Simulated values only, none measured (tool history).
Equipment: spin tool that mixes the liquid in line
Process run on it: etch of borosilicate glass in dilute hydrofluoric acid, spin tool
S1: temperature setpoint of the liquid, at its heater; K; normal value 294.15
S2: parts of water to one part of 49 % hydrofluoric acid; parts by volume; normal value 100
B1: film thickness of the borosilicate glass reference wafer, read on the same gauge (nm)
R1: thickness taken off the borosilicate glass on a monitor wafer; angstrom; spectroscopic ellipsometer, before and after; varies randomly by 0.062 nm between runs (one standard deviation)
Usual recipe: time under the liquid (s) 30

{"run": 1, "hour": 0.0, "S1": 294.15, "S2": 100, "time under the liquid (s)": 30, "B1": 129.96, "R1": 69.2}
{"run": 2, "hour": 21.3, "S1": 294.15, "S2": 100, "time under the liquid (s)": 30, "B1": 130.0, "R1": 69.4}
{"run": 3, "hour": 53.8, "S1": 294.15, "S2": 100, "time under the liquid (s)": 30, "B1": 130.01, "R1": 70.6}
{"run": 4, "hour": 71.3, "S1": 295.65, "S2": 100, "time under the liquid (s)": 35, "B1": 130.04, "R1": 86.9}
{"run": 5, "hour": 93.9, "S1": 295.65, "S2": 100, "time under the liquid (s)": 35, "B1": 130.02, "R1": 88.1}
{"run": 6, "hour": 107.0, "S1": 295.65, "S2": 100, "time under the liquid (s)": 35, "B1": 129.98, "R1": 88.1}
{"run": 7, "hour": 136.8, "S1": 294.15, "S2": 100, "time under the liquid (s)": 30, "B1": 129.99, "R1": 72.6}
{"run": 8, "hour": 154.1, "S1": 292.65, "S2": 100, "time under the liquid (s)": 40, "B1": 130.04, "R1": 91.7}
{"run": 9, "hour": 175.8, "S1": 292.65, "S2": 100, "time under the liquid (s)": 40, "B1": 129.97, "R1": 92.4}
{"run": 10, "hour": 191.8, "S1": 292.65, "S2": 100, "time under the liquid (s)": 40, "B1": 129.98, "R1": 92.0}
{"run": 11, "hour": 220.5, "S1": 291.15, "S2": 100, "time under the liquid (s)": 30, "B1": 129.97, "R1": 64.0}
{"run": 12, "hour": 237.6, "S1": 294.15, "S2": 100, "time under the liquid (s)": 30, "B1": 130.0, "R1": 74.8}
{"run": 13, "hour": 254.9, "S1": 294.15, "S2": 100, "time under the liquid (s)": 30, "B1": 130.0, "R1": 75.6}
{"run": 14, "hour": 274.5, "S1": 294.15, "S2": 100, "time under the liquid (s)": 30, "B1": 129.98, "R1": 76.0}
{"run": 15, "hour": 304.1, "S1": 294.15, "S2": 100, "time under the liquid (s)": 30, "B1": 129.99, "R1": 76.9}
{"run": 16, "hour": 320.9, "S1": 294.15, "S2": 100, "time under the liquid (s)": 30, "B1": 129.98, "R1": 77.2}
{"run": 17, "hour": 349.5, "S1": 292.15, "S2": 100, "time under the liquid (s)": 30, "B1": 130.0, "R1": 69.9}
{"run": 18, "hour": 378.4, "S1": 294.15, "S2": 80, "time under the liquid (s)": 30, "B1": 129.99, "R1": 98.9}
{"run": 19, "hour": 399.6, "S1": 297.65, "S2": 70, "time under the liquid (s)": 30, "B1": 130.03, "R1": 134.2}
{"run": 20, "hour": 421.9, "S1": 294.15, "S2": 100, "time under the liquid (s)": 30, "B1": 130.0, "R1": 71.9}
{"run": 21, "hour": 446.3, "S1": 294.15, "S2": 100, "time under the liquid (s)": 50, "B1": 129.99, "R1": 118.4}
{"run": 22, "hour": 480.3, "S1": 294.15, "S2": 100, "time under the liquid (s)": 30, "B1": 129.97, "R1": 66.9}
{"run": 23, "hour": 509.9, "S1": 294.15, "S2": 100, "time under the liquid (s)": 30, "B1": 130.03, "R1": 67.0}
{"run": 24, "hour": 536.1, "S1": 297.15, "S2": 70, "time under the liquid (s)": 30, "B1": 129.98, "R1": 113.5}
{"run": 25, "hour": 548.8, "S1": 294.15, "S2": 100, "time under the liquid (s)": 30, "B1": 130.02, "R1": 69.0}
{"run": 26, "hour": 563.6, "S1": 294.15, "S2": 100, "time under the liquid (s)": 30, "B1": 129.99, "R1": 68.6}
{"run": 27, "hour": 587.2, "S1": 291.15, "S2": 125, "time under the liquid (s)": 30, "B1": 129.99, "R1": 48.0}
{"run": 28, "hour": 621.2, "S1": 294.15, "S2": 100, "time under the liquid (s)": 15, "B1": 130.0, "R1": 34.6}
{"run": 29, "hour": 643.6, "S1": 294.15, "S2": 70, "time under the liquid (s)": 20, "B1": 130.02, "R1": 71.0}
{"run": 30, "hour": 664.8, "S1": 291.65, "S2": 135, "time under the liquid (s)": 30, "B1": 129.99, "R1": 45.5}
{"run": 31, "hour": 679.8, "S1": 297.65, "S2": 150, "time under the liquid (s)": 50, "B1": 129.98, "R1": 87.6}

Between the runs listed above, the log contained 3 entries, not reproduced here. Where in the sequence does each belong, and how does what the log doesn't record of the tool's condition differ from the listed run before to the listed run after?
From run 13 to run 14: gauge calibrated (hour 272.5)
  liquid hotter than its thermometer reads (K): 1.27 -> 1.35; hydrofluoric acid flow above the setpoint (%): 7.82 -> 8.12
  measured result minus the result with no hidden state, R1: +9.6 -> +10.0 angstrom
From run 19 to run 20: hydrofluoric acid flow meter replaced (hour 409.0)
  liquid hotter than its thermometer reads (K): 1.84 -> 1.93; hydrofluoric acid flow above the setpoint (%): 10.1 -> 0.719
  measured result minus the result with no hidden state, R1: +21.9 -> +5.9 angstrom
From run 21 to run 22: thermometer replaced (hour 467.8)
  liquid hotter than its thermometer reads (K): 2.03 -> 0.126; hydrofluoric acid flow above the setpoint (%): 1.1 -> 1.64
  measured result minus the result with no hidden state, R1: +10.7 -> +1.6 angstrom

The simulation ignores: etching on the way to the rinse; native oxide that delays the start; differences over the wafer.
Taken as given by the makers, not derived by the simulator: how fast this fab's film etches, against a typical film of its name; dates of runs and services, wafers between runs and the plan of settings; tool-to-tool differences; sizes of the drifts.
